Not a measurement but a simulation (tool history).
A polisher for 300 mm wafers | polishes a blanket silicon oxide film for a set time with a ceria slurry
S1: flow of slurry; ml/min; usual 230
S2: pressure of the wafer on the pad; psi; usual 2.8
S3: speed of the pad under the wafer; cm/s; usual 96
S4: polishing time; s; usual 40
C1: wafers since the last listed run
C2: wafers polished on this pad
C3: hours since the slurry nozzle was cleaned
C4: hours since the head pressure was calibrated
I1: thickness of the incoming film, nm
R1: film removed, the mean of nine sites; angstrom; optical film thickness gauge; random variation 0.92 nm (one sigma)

run	hour	S1	S2	S3	S4	C1	C2	C3	C4	I1	R1
1	0.0	230	2.8	96	36	0	2309	519.3	228.2	1354.1	1293
# hour 16.8: worn pad replaced by a new one
2	74.8	230	2.8	96	36	704	577	594.1	303.0	1348.3	1276
# hour 113.7: head pressure recalibrated
3	117.7	230	2.8	96	36	407	984	637.0	4.0	1353.5	1355
4	163.0	230	2.8	70	40	450	1435	682.3	49.3	1332.3	1080
# hour 210.0: slurry nozzle cleaned
5	269.7	230	2.8	70	40	1052	2487	59.7	156.0	1325.3	1045
# hour 315.9: worn pad replaced by a new one
6	472.7	230	2.8	96	40	1980	1560	262.7	359.0	1317.9	1442
7	542.2	230	2.8	96	40	691	2252	332.2	428.5	1337.9	1435
# hour 558.8: head pressure recalibrated
# hour 609.3: worn pad replaced by a new one
8	623.8	230	2.8	96	40	752	144	413.8	65.0	1351.7	1472
9	693.7	185	2.8	96	40	695	840	483.7	134.9	1317.5	1443
10	794.2	230	2.8	96	36	1000	1840	584.2	235.4	1339.8	1302
11	839.8	230	2.8	96	53	453	2294	629.8	281.0	1360.7	1915
# hour 857.8: worn pad replaced by a new one
# hour 926.3: head pressure recalibrated
12	929.7	230	2.8	70	40	835	695	719.7	3.4	1360.6	1102
# hour 943.8: slurry nozzle cleaned
13	1027.5	230	2.8	96	34	963	1658	83.7	101.2	1334.1	1247
14	1108.9	230	3.2	86	40	810	2468	165.1	182.6	1340.1	1431
# hour 1178.7: worn pad replaced by a new one
# hour 1330.1: head pressure recalibrated
15	1335.9	230	2.8	96	40	2199	1544	392.1	5.8	1319.9	1505

Forecast run 16:
16	1435.5	165	2.8	120	27	991	2536	491.7	105.4	1364.8	?

R1: 1193 angstrom
Without the tool's hidden state the same run would have given R1 1222 angstrom.
